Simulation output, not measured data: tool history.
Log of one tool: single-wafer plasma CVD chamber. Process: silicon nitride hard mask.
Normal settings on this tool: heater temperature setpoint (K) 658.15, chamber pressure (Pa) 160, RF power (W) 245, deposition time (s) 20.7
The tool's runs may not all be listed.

run	hour	heater temperature setpoint (K)	chamber pressure (Pa)	RF power (W)	deposition time (s)	wafers since the last listed run	hours since the last thermocouple change	hours since the last RF generator calibration	hours since the last manometer calibration	hours since the showerhead was replaced	hours since the gauge calibration	read-back reference wafer on the same gauge, thickness_nm	mean film thickness on the monitor wafer (angstrom)
1	0.0	658.15	160	245	20.7	0	1647.4	1293.4	823.6	2613.5	1039.9	16.387	197.85
2	16.2	658.15	129	245	17.8	422	1663.6	1309.6	839.8	2629.7	1056.1	16.372	154.70
3	29.2	658.15	175	245	20.7	338	1676.6	1322.6	852.8	2642.7	1069.1	16.350	204.29
# hour 33.0: gauge calibrated
# hour 43.2: thermocouple changed; heater temperature recalibrated
4	44.1	658.15	175	245	20.7	179	0.9	1337.5	867.7	2657.6	11.1	16.888	210.69
# hour 58.3: showerhead replaced
5	73.2	658.15	160	245	19.3	549	30.0	1366.6	896.8	14.9	40.2	16.876	190.76
6	93.8	672.15	160	245	20.7	536	50.6	1387.2	917.4	35.5	60.8	16.877	203.06
7	127.2	658.15	160	245	23.5	870	84.0	1420.6	950.8	68.9	94.2	16.862	231.37
8	158.6	658.15	120	205	18.9	818	115.4	1452.0	982.2	100.3	125.6	16.829	146.81
# hour 176.9: capacitance manometer re-zeroed and calibrated
9	193.5	663.15	191	245	20.7	701	150.3	1486.9	16.6	135.2	160.5	16.828	216.16
10	210.9	658.15	160	245	20.7	453	167.7	1504.3	34.0	152.6	177.9	16.820	203.29
# hour 222.2: RF generator calibrated
11	224.7	668.15	148	245	17.1	151	181.5	2.5	47.8	166.4	191.7	16.805	161.84
12	255.0	643.15	188	215	19.3	789	211.8	32.8	78.1	196.7	222.0	16.777	187.66
13	281.2	658.15	160	245	19.3	682	238.0	59.0	104.3	222.9	248.2	16.784	188.61
14	317.1	647.15	149	210	17.7	935	273.9	94.9	140.2	258.8	284.1	16.764	154.84
15	347.1	643.15	188	215	19.3	781	303.9	124.9	170.2	288.8	314.1	16.727	188.65
16	361.3	665.15	188	245	19.3	370	318.1	139.1	184.4	303.0	328.3	16.739	201.03
17	382.8	670.15	175	285	20.7	560	339.6	160.6	205.9	324.5	349.8	16.733	227.54
18	456.2	658.15	160	245	20.7	1913	413.0	234.0	279.3	397.9	423.2	16.690	202.06

Estimate the outcome of run 19 from the log above:
19	475.5	658.15	160	275	20.7	503	432.3	253.3	298.6	417.2	442.5	?	?

{"run 19": {"read-back reference wafer on the same gauge, thickness_nm": 16.693, "mean film thickness on the monitor wafer (angstrom)": 216.56}}
If the tool had no hidden condition, the same run with the same run-to-run variation would have returned mean film thickness on the monitor wafer (angstrom) 219.28.

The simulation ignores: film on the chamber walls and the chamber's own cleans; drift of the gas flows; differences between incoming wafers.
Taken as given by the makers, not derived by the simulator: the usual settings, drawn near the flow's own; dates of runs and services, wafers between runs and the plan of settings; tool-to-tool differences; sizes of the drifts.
